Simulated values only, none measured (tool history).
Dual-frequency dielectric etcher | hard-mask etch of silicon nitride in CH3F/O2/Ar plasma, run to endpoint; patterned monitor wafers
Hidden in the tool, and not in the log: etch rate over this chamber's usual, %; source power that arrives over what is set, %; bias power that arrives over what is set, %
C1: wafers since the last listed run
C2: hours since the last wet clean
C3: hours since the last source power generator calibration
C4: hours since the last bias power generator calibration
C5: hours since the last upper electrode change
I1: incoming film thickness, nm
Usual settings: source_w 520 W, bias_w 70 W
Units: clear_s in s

Run 1, hour 0: usual settings but source_w 550 W; C1 0; C2 421.5; C3 4054.4; C4 2944.6; C5 4403.3; I1 32.16. Result: clear_s 46.5 s.
Run 2, hour 10.7: usual settings but source_w 550 W; C1 133; C2 432.2; C3 4065.1; C4 2955.3; C5 4414; I1 31.67. Result: clear_s 45.7 s.
Run 3, hour 22.3: usual settings; C1 144; C2 443.8; C3 4076.7; C4 2966.9; C5 4425.6; I1 32.02. Result: clear_s 47.3 s.
Run 4, hour 30.7: usual settings; C1 104; C2 452.2; C3 4085.1; C4 2975.3; C5 4434; I1 31.69. Result: clear_s 46.9 s.
Run 5, hour 48.3: usual settings; C1 219; C2 469.8; C3 4102.7; C4 2992.9; C5 4451.6; I1 31.83. Result: clear_s 47.3 s.
At hour 67.6: bias power generator calibrated.
At hour 84.5: upper electrode replaced.
At hour 91.4: source power generator calibrated.
At hour 108.2: wet clean of the chamber.
Run 6, hour 108.7: usual settings but bias_w 57 W; C1 234; C2 0.5; C3 17.3; C4 41.1; C5 24.2; I1 32.09. Result: clear_s 46.7 s.
Run 7, hour 109.1: usual settings but bias_w 57 W; C1 4; C2 0.9; C3 17.7; C4 41.5; C5 24.6; I1 32.38. Result: clear_s 46.8 s.
Run 8, hour 109.4: usual settings but bias_w 57 W; C1 3; C2 1.2; C3 18; C4 41.8; C5 24.9; I1 32.08. Result: clear_s 46.6 s.
Run 9, hour 109.7: usual settings but source_w 450 W, bias_w 59 W; C1 3; C2 1.5; C3 18.3; C4 42.1; C5 25.2; I1 32.33. Result: clear_s 48.8 s.
Run 10, hour 110.1: usual settings but source_w 640 W; C1 4; C2 1.9; C3 18.7; C4 42.5; C5 25.6; I1 32.21. Result: clear_s 41.5 s.
Run 11, hour 123.3: usual settings but source_w 600 W, bias_w 80 W; C1 164; C2 15.1; C3 31.9; C4 55.7; C5 38.8; I1 31.96. Result: clear_s 41.1 s.
Run 12, hour 132.5: usual settings but source_w 600 W, bias_w 83 W; C1 114; C2 24.3; C3 41.1; C4 64.9; C5 48; I1 31.81. Result: clear_s 40.5 s.
Run 13, hour 139: usual settings but source_w 400 W, bias_w 77 W; C1 81; C2 30.8; C3 47.6; C4 71.4; C5 54.5; I1 31.7. Result: clear_s 46.9 s.
Run 14, hour 149.5: usual settings but source_w 550 W, bias_w 75 W; C1 131; C2 41.3; C3 58.1; C4 81.9; C5 65; I1 32.1. Result: clear_s 43.1 s.
Run 15, hour 162.9: usual settings but source_w 410 W, bias_w 54 W; C1 167; C2 54.7; C3 71.5; C4 95.3; C5 78.4; I1 31.95. Result: clear_s 50.8 s.
Run 16, hour 177.2: usual settings; C1 178; C2 69; C3 85.8; C4 109.6; C5 92.7; I1 32.14. Result: clear_s 44.8 s.

Forecast each of these 3 alternatives for the next run:
Run A, hour 177.6: usual settings; C1 4; C2 69.4; C3 86.2; C4 110; C5 93.1; I1 32.15. Result: clear_s ?.
Run B, hour 177.6: usual settings but source_w 640 W, bias_w 60 W; C1 4; C2 69.4; C3 86.2; C4 110; C5 93.1; I1 32.15. Result: clear_s ?.
Run C, hour 177.6: usual settings but source_w 600 W, bias_w 60 W; C1 4; C2 69.4; C3 86.2; C4 110; C5 93.1; I1 32.15. Result: clear_s ?.

run  clear_s
  A     44.8
  B     43.2
  C     44.2
Without the tool's hidden state the same runs would have given:
run  clear_s
  A     44.8
  B     43.2
  C     44.2

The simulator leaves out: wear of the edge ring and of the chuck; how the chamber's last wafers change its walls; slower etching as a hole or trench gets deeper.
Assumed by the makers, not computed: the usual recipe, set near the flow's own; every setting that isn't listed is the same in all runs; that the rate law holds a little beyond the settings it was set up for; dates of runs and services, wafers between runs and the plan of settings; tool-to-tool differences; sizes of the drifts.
